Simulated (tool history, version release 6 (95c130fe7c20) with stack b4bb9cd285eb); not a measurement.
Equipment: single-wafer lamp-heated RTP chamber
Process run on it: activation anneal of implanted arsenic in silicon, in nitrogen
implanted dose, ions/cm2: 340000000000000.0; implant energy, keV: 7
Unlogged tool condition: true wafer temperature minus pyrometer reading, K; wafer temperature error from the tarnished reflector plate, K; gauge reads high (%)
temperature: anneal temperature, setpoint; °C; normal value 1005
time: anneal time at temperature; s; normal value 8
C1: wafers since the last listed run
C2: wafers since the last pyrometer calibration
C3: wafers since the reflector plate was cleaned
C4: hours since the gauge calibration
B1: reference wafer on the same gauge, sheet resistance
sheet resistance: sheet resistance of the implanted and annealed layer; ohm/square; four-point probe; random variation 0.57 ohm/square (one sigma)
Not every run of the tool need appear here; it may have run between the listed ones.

Run 1, hour 0: usual settings but time 11 s; C1 0; C2 1496; C3 8564; C4 61.4; B1 343.83. Result: sheet resistance 313.66 ohm/square.
Run 2, hour 11.7: usual settings but time 11 s; C1 188; C2 1684; C3 8752; C4 73.1; B1 343.93. Result: sheet resistance 312.91 ohm/square.
Run 3, hour 20.8: usual settings but time 11 s; C1 146; C2 1830; C3 8899; C4 82.2; B1 344.07. Result: sheet resistance 313.12 ohm/square.
Run 4, hour 27.9: usual settings but temperature 1019 °C; C1 114; C2 1944; C3 9013; C4 89.3; B1 344.01. Result: sheet resistance 311.83 ohm/square.
Run 5, hour 40.1: usual settings but temperature 1013 °C; C1 196; C2 2141; C3 9209; C4 101.5; B1 343.96. Result: sheet resistance 314.25 ohm/square.
Run 6, hour 53.4: usual settings but temperature 1013 °C; C1 213; C2 2354; C3 9423; C4 114.8; B1 344. Result: sheet resistance 313.63 ohm/square.
Run 7, hour 62.5: usual settings but temperature 1013 °C; C1 146; C2 2501; C3 9569; C4 123.9; B1 343.91. Result: sheet resistance 314.28 ohm/square.
Run 8, hour 80.1: usual settings but temperature 1027 °C; C1 283; C2 2784; C3 9852; C4 141.5; B1 343.98. Result: sheet resistance 310.51 ohm/square.
Run 9, hour 88.1: usual settings but temperature 1027 °C; C1 128; C2 2913; C3 9981; C4 149.5; B1 343.71. Result: sheet resistance 308.72 ohm/square.
Run 10, hour 101.7: usual settings but temperature 1027 °C; C1 218; C2 3131; C3 10200; C4 163.1; B1 344.18. Result: sheet resistance 308.33 ohm/square.
At hour 112.9: reflector plate cleaned.
Run 11, hour 113.4: usual settings but temperature 986 °C, time 12 s; C1 59; C2 3191; C3 7; C4 174.8; B1 343.94. Result: sheet resistance 314.71 ohm/square.
At hour 130.6: pyrometer window cleaned and pyrometer calibrated.
Run 12, hour 131.1: usual settings but temperature 985 °C, time 5 s; C1 156; C2 8; C3 163; C4 192.5; B1 344.18. Result: sheet resistance 326.71 ohm/square.
Run 13, hour 139.3: usual settings but temperature 1016 °C, time 5 s; C1 131; C2 140; C3 295; C4 200.7; B1 343.68. Result: sheet resistance 320.08 ohm/square.
At hour 141: gauge calibrated.
Run 14, hour 154: usual settings but temperature 1028 °C, time 4 s; C1 236; C2 376; C3 532; C4 13; B1 344.16. Result: sheet resistance 319.46 ohm/square.
Run 15, hour 165.2: usual settings; C1 180; C2 556; C3 712; C4 24.2; B1 343.89. Result: sheet resistance 317.21 ohm/square.
Run 16, hour 175.4: usual settings but temperature 983 °C, time 5 s; C1 164; C2 721; C3 876; C4 34.4; B1 344.04. Result: sheet resistance 327.08 ohm/square.
Run 17, hour 183: usual settings but temperature 1019 °C, time 4 s; C1 122; C2 843; C3 998; C4 42; B1 343.91. Result: sheet resistance 322.68 ohm/square.
Run 18, hour 198: usual settings; C1 241; C2 1084; C3 1239; C4 57; B1 343.95. Result: sheet resistance 316.27 ohm/square.
Run 19, hour 210.9: usual settings but temperature 1020 °C, time 10 s; C1 207; C2 1292; C3 1447; C4 69.9; B1 344.05. Result: sheet resistance 311.11 ohm/square.
Run 20, hour 223.3: usual settings but temperature 995 °C, time 11 s; C1 199; C2 1491; C3 1646; C4 82.3; B1 343.95. Result: sheet resistance 316.11 ohm/square.
Run 21, hour 236.3: usual settings; C1 209; C2 1700; C3 1855; C4 95.3; B1 344.07. Result: sheet resistance 316.13 ohm/square.

A few steps of sheet resistance between consecutive runs. Split each: what settings, incoming material and random variation would produce without the hidden state, and what is left over for the hidden state, along with gauge scatter present in only one of the two compared results (measured, and without hidden state):
Run 7 -> 8: temperature 1013 -> 1027. sheet resistance -3.77 ohm/square: hidden state -0.45, all else -3.32.
Run 11 -> 12: temperature 986 -> 985, time 12 -> 5, pyrometer window cleaned and pyrometer calibrated. sheet resistance +12 ohm/square: hidden state +2.19, all else +9.81.
Run 15 -> 16: temperature 1005 -> 983, time 8 -> 5. sheet resistance +9.87 ohm/square: hidden state -0.06, all else +9.93.
